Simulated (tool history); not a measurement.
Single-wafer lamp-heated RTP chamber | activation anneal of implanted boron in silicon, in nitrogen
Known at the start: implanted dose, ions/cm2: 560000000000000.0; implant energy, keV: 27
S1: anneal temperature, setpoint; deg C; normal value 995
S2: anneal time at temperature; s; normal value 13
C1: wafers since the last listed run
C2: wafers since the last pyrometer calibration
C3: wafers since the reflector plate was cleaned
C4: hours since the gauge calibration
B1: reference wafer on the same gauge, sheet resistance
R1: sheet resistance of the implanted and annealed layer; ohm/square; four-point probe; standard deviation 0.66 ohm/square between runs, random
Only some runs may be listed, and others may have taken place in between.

run     day    S1  S2    C1    C2    C3      C4      B1      R1
  1   0.000   995  13     0  2835   568   853.9  192.16  178.88
  2   4.458   995  11  1531  4367  2099   960.9  192.11  177.91
  3   7.425  1017   8  1019  5386  3118  1032.1  191.78  175.47
  4  10.412  1017   8  1026  6412  4145  1103.8  191.93  176.52
     11.988  -- pyrometer window cleaned and pyrometer calibrated
  5  13.392   979  13   908   482  5054  1175.3  191.94  193.42
  6  15.817   979  13   833  1315  5887  1233.5  191.82  190.21
  7  17.462   995  15   565  1881  6452  1273.0  192.26  179.06
  8  19.371   995  15   655  2536  7107  1318.8  192.04  179.34
  9  23.838   995  15  1534  4071  8642  1426.0  191.97  178.31
     25.621  -- reflector plate cleaned
 10  27.633   995  13  1189  5260   690  1517.1  192.03  178.83
     30.467  -- gauge calibrated
 11  30.796   995  13  1086  6347  1776     7.9  191.96  178.25
     31.617  -- pyrometer window cleaned and pyrometer calibrated
 12  34.467   995  13  1146   979  2923    96.0  192.18  181.27
 13  38.267  1015  19  1305  2284  4228   187.2  191.89  173.14
 14  41.342  1017   8  1056  3341  5285   261.0  191.94  175.54
 15  44.896  1012  11  1220  4562  6506   346.3  192.06  175.89

Expected results for the next run?
 16  47.871  995  13  1021  5583  7527  417.7   ?   ?

B1: 192.15
R1: 178.20 ohm/square
Were there no unlogged condition in the tool, this run, its random variation unchanged, would have produced R1 182.68 ohm/square.
